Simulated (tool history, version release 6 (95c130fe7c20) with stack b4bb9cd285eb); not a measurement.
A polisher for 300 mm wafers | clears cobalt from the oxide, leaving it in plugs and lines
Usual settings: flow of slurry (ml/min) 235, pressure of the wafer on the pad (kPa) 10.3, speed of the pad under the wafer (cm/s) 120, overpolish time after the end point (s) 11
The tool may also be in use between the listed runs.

| run | hour | flow of slurry (ml/min) | pressure of the wafer on the pad (kPa) | speed of the pad under the wafer (cm/s) | overpolish time after the end point (s) | incoming thickness of the incoming film, nm | time until the end point was called (s) | dishing of a wide line in a test structure (Å) |
|---|---|---|---|---|---|---|---|---|
| 1 | 0.0 | 235 | 10.3 | 106 | 11 | 160.2 | 48.2 | 287 |
| 2 | 23.5 | 235 | 10.3 | 106 | 11 | 160.2 | 47.4 | 288 |
| 3 | 57.3 | 235 | 10.3 | 94 | 11 | 163.1 | 54.9 | 265 |
| 4 | 88.5 | 235 | 10.3 | 120 | 11 | 157.2 | 42.3 | 323 |
| 5 | 122.3 | 235 | 9.7 | 132 | 11 | 160.4 | 40.0 | 329 |
| 6 | 136.5 | 235 | 9.7 | 132 | 11 | 160.6 | 39.6 | 339 |
| 7 | 158.3 | 235 | 9.7 | 132 | 11 | 159.9 | 40.3 | 340 |
| 8 | 172.7 | 235 | 10.3 | 120 | 11 | 162.6 | 42.1 | 342 |
| 9 | 199.4 | 235 | 10.3 | 120 | 11 | 160.8 | 40.5 | 333 |
| 10 | 222.4 | 235 | 10.3 | 120 | 11 | 159.4 | 40.0 | 318 |
| 11 | 251.3 | 235 | 10.3 | 120 | 11 | 160.6 | 40.1 | 331 |
| 12 | 275.1 | 235 | 10.3 | 120 | 11 | 160.0 | 42.8 | 317 |
| 13 | 307.1 | 275 | 13.1 | 98 | 11 | 158.1 | 42.7 | 306 |
| 14 | 340.4 | 175 | 10.3 | 106 | 11 | 163.6 | 51.6 | 277 |
| 15 | 371.9 | 195 | 8.3 | 142 | 11 | 160.7 | 40.9 | 328 |
| 16 | 389.2 | 210 | 13.1 | 152 | 4 | 162.7 | 29.4 | 190 |
| 17 | 436.6 | 235 | 10.3 | 120 | 11 | 159.4 | 41.8 | 320 |
| 18 | 462.1 | 235 | 12.4 | 120 | 11 | 161.1 | 36.8 | 357 |
| 19 | 494.0 | 205 | 10.3 | 120 | 13 | 161.2 | 41.3 | 368 |
| 20 | 509.3 | 285 | 11.7 | 120 | 11 | 161.5 | 37.2 | 354 |
| 21 | 533.4 | 190 | 10.3 | 120 | 18 | 157.7 | 41.2 | 435 |
| 22 | 554.8 | 235 | 10.3 | 120 | 5 | 161.6 | 41.2 | 170 |
| 23 | 611.6 | 235 | 10.3 | 120 | 11 | 159.4 | 42.3 | 318 |
| 24 | 664.6 | 235 | 10.3 | 132 | 11 | 160.7 | 39.1 | 347 |

Not shown: 8 entries that the log had between the listed runs. Between which runs, and how does the tool's hidden state differ before and after?
Between runs 2 and 3: worn pad replaced by a new one (hour 54.3)
  deviation of the head's pressure from its setpoint, %: 0.213 -> 1.11
  measured less the result without the state, time until the end point was called (s): -0.1 -> -0.4; dishing of a wide line in a test structure (Å): +0 -> +2
Between runs 8 and 9: worn pad replaced by a new one (hour 189.7)
  deviation of the head's pressure from its setpoint, %: 6.44 -> 8.18
  measured less the result without the state, time until the end point was called (s): -1.7 -> -2.1; dishing of a wide line in a test structure (Å): +10 -> +12
Between runs 11 and 12: head pressure recalibrated (hour 255.2)
  deviation of the head's pressure from its setpoint, %: 12.1 -> -1.51
  measured less the result without the state, time until the end point was called (s): -3.0 -> +0.4; dishing of a wide line in a test structure (Å): +17 -> -2
Between runs 13 and 14: worn pad replaced by a new one (hour 321.2)
  deviation of the head's pressure from its setpoint, %: -1.2 -> -0.601
  measured less the result without the state, time until the end point was called (s): +0.4 -> +0.2; dishing of a wide line in a test structure (Å): -2 -> +0
Between runs 14 and 15: slurry nozzle cleaned (hour 357.2)
  deviation of the head's pressure from its setpoint, %: -0.601 -> 0.241
  measured less the result without the state, time until the end point was called (s): +0.2 -> -0.1; dishing of a wide line in a test structure (Å): +0 -> +0
Between runs 18 and 19: worn pad replaced by a new one (hour 473.0)
  deviation of the head's pressure from its setpoint, %: 4.1 -> 5.99
  measured less the result without the state, time until the end point was called (s): -1.0 -> -1.5; dishing of a wide line in a test structure (Å): +6 -> +9
Between runs 22 and 23: head pressure recalibrated (hour 584.6); worn pad replaced by a new one (hour 605.3)
  deviation of the head's pressure from its setpoint, %: 10.3 -> 1.11
  measured less the result without the state, time until the end point was called (s): -2.6 -> -0.3; dishing of a wide line in a test structure (Å): +9 -> +2
